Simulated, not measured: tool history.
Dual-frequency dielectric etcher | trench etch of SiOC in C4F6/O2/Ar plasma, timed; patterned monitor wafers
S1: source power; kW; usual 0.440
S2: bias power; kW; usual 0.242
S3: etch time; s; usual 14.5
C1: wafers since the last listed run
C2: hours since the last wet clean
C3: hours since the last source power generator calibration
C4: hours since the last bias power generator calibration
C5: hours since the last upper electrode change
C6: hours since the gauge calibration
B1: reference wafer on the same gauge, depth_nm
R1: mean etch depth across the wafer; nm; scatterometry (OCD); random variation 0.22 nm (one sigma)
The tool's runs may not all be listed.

run 1 hour=0.0 | S1=0.440 S2=0.242 S3=14.5 | C1=0 C2=2.8 C3=2267.1 C4=2427.4 C5=2610.1 C6=1056.1 | B1=39.31 | R1=32.81
run 2 hour=63.1 | S1=0.440 S2=0.242 S3=14.5 | C1=875 C2=65.9 C3=2330.2 C4=2490.5 C5=2673.2 C6=1119.2 | B1=39.39 | R1=33.03
run 3 hour=170.5 | S1=0.500 S2=0.242 S3=14.5 | C1=1489 C2=173.3 C3=2437.6 C4=2597.9 C5=2780.6 C6=1226.6 | B1=39.41 | R1=34.25
-- hour=193.5 gauge calibrated
-- hour=347.1 wet clean of the chamber
run 4 hour=494.1 | S1=0.500 S2=0.242 S3=14.5 | C1=4156 C2=147.0 C3=2761.2 C4=2921.5 C5=3104.2 C6=300.6 | B1=39.33 | R1=33.96
run 5 hour=585.5 | S1=0.500 S2=0.242 S3=14.5 | C1=1268 C2=238.4 C3=2852.6 C4=3012.9 C5=3195.6 C6=392.0 | B1=39.33 | R1=33.96
run 6 hour=675.7 | S1=0.440 S2=0.242 S3=14.5 | C1=1251 C2=328.6 C3=2942.8 C4=3103.1 C5=3285.8 C6=482.2 | B1=39.32 | R1=32.16
run 7 hour=717.0 | S1=0.440 S2=0.242 S3=14.5 | C1=572 C2=369.9 C3=2984.1 C4=3144.4 C5=3327.1 C6=523.5 | B1=39.38 | R1=31.74
-- hour=743.0 wet clean of the chamber
run 8 hour=767.7 | S1=0.440 S2=0.242 S3=14.5 | C1=370 C2=24.7 C3=3034.8 C4=3195.1 C5=3377.8 C6=574.2 | B1=39.43 | R1=32.79
run 9 hour=865.4 | S1=0.440 S2=0.242 S3=11.0 | C1=1355 C2=122.4 C3=3132.5 C4=3292.8 C5=3475.5 C6=671.9 | B1=39.36 | R1=24.85
run 10 hour=971.8 | S1=0.440 S2=0.242 S3=11.0 | C1=1476 C2=228.8 C3=3238.9 C4=3399.2 C5=3581.9 C6=778.3 | B1=39.36 | R1=24.87
run 11 hour=1072.0 | S1=0.440 S2=0.242 S3=11.0 | C1=1390 C2=329.0 C3=3339.1 C4=3499.4 C5=3682.1 C6=878.5 | B1=39.40 | R1=24.12
-- hour=1106.6 wet clean of the chamber
run 12 hour=1134.8 | S1=0.520 S2=0.263 S3=18.0 | C1=538 C2=28.2 C3=3401.9 C4=3562.2 C5=3744.9 C6=941.3 | B1=39.38 | R1=44.94
-- hour=1163.3 gauge calibrated
run 13 hour=1202.1 | S1=0.350 S2=0.291 S3=10.5 | C1=933 C2=95.5 C3=3469.2 C4=3629.5 C5=3812.2 C6=38.8 | B1=39.30 | R1=23.47
-- hour=1224.9 source power generator calibrated
-- hour=1260.8 upper electrode replaced
run 14 hour=1261.3 | S1=0.470 S2=0.214 S3=17.0 | C1=432 C2=154.7 C3=36.4 C4=3688.7 C5=0.5 C6=98.0 | B1=39.43 | R1=37.71
run 15 hour=1349.9 | S1=0.530 S2=0.199 S3=16.5 | C1=1229 C2=243.3 C3=125.0 C4=3777.3 C5=89.1 C6=186.6 | B1=39.35 | R1=36.78
-- hour=1355.9 bias power generator calibrated
run 16 hour=1402.5 | S1=0.520 S2=0.263 S3=18.0 | C1=674 C2=295.9 C3=177.6 C4=46.6 C5=141.7 C6=239.2 | B1=39.40 | R1=43.61
run 17 hour=1507.0 | S1=0.480 S2=0.262 S3=17.5 | C1=1449 C2=400.4 C3=282.1 C4=151.1 C5=246.2 C6=343.7 | B1=39.40 | R1=41.06
-- hour=1546.6 wet clean of the chamber
run 18 hour=1590.0 | S1=0.440 S2=0.192 S3=14.5 | C1=818 C2=43.4 C3=365.1 C4=234.1 C5=329.2 C6=426.7 | B1=39.45 | R1=30.70
run 19 hour=1690.4 | S1=0.440 S2=0.242 S3=10.5 | C1=1392 C2=143.8 C3=465.5 C4=334.5 C5=429.6 C6=527.1 | B1=39.46 | R1=23.50
run 20 hour=1752.6 | S1=0.350 S2=0.291 S3=10.5 | C1=862 C2=206.0 C3=527.7 C4=396.7 C5=491.8 C6=589.3 | B1=39.34 | R1=23.60
run 21 hour=1856.5 | S1=0.440 S2=0.263 S3=14.5 | C1=1441 C2=309.9 C3=631.6 C4=500.6 C5=595.7 C6=693.2 | B1=39.38 | R1=32.99
run 22 hour=1894.5 | S1=0.440 S2=0.242 S3=18.0 | C1=527 C2=347.9 C3=669.6 C4=538.6 C5=633.7 C6=731.2 | B1=39.42 | R1=39.60
-- hour=1919.2 wet clean of the chamber
run 23 hour=1973.5 | S1=0.360 S2=0.273 S3=18.0 | C1=763 C2=54.3 C3=748.6 C4=617.6 C5=712.7 C6=810.2 | B1=39.39 | R1=39.68

Forecast each of these 4 alternatives for the next run:
run A hour=1973.9 | S1=0.510 S2=0.242 S3=14.5 | C1=5 C2=54.7 C3=749.0 C4=618.0 C5=713.1 C6=810.6 | B1=? | R1=?
run B hour=1973.9 | S1=0.380 S2=0.242 S3=14.5 | C1=5 C2=54.7 C3=749.0 C4=618.0 C5=713.1 C6=810.6 | B1=? | R1=?
run C hour=1973.9 | S1=0.440 S2=0.221 S3=18.5 | C1=5 C2=54.7 C3=749.0 C4=618.0 C5=713.1 C6=810.6 | B1=? | R1=?
run D hour=1973.9 | S1=0.510 S2=0.242 S3=12.0 | C1=5 C2=54.7 C3=749.0 C4=618.0 C5=713.1 C6=810.6 | B1=? | R1=?

run=A B1=39.33 R1=34.50
run=B B1=39.33 R1=31.27
run=C B1=39.33 R1=40.61
run=D B1=39.33 R1=28.55
Without the tool's hidden state the same runs would have given:
run=A R1=34.66
run=B R1=31.41
run=C R1=40.80
run=D R1=28.68
